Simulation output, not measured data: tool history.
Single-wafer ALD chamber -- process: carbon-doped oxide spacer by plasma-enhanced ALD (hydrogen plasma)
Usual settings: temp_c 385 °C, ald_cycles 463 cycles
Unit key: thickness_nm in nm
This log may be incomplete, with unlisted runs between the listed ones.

run,hour,temp_c,ald_cycles,"read-back reference wafer on the same gauge, thickness_nm",thickness_nm
1,0.0,385,463,26.389,22.009
2,8.9,385,463,26.404,22.075
3,16.8,385,463,26.403,22.156
4,31.3,393,463,26.406,22.050
5,45.2,382,463,26.396,21.994
6,57.8,382,463,26.400,22.084
7,71.3,382,463,26.394,22.086
8,82.8,385,421,26.396,20.117
9,89.7,385,463,26.395,22.112
10,116.2,385,463,26.385,22.066
11,131.2,385,463,26.404,21.993
12,147.6,385,439,26.389,20.896
# hour 163.6: thermocouple changed; heater temperature recalibrated
13,164.1,385,394,26.392,18.797
14,166.4,397,422,26.383,20.189
# hour 169.1: gauge calibrated
15,182.0,385,463,26.393,22.176
16,194.9,385,538,26.412,25.663
17,205.4,385,463,26.393,22.099
18,215.9,385,381,26.410,18.158
19,268.8,394,499,26.385,23.785
20,280.9,378,414,26.402,19.820
21,297.6,393,552,26.417,26.199
22,305.4,374,434,26.412,20.674

Branching from run 22: 4 alternative next runs. What would each branch give?
A,306.5,385,431,?,?
B,306.5,390,546,?,?
C,306.5,377,463,?,?
D,306.5,399,521,?,?

run,"read-back reference wafer on the same gauge, thickness_nm",thickness_nm
A,26.396,20.541
B,26.396,26.022
C,26.396,22.066
D,26.396,24.759
Take away the tool's hidden state, keep each run's random variation, and the runs would have read:
run,thickness_nm
A,20.541
B,26.022
C,22.066
D,24.759

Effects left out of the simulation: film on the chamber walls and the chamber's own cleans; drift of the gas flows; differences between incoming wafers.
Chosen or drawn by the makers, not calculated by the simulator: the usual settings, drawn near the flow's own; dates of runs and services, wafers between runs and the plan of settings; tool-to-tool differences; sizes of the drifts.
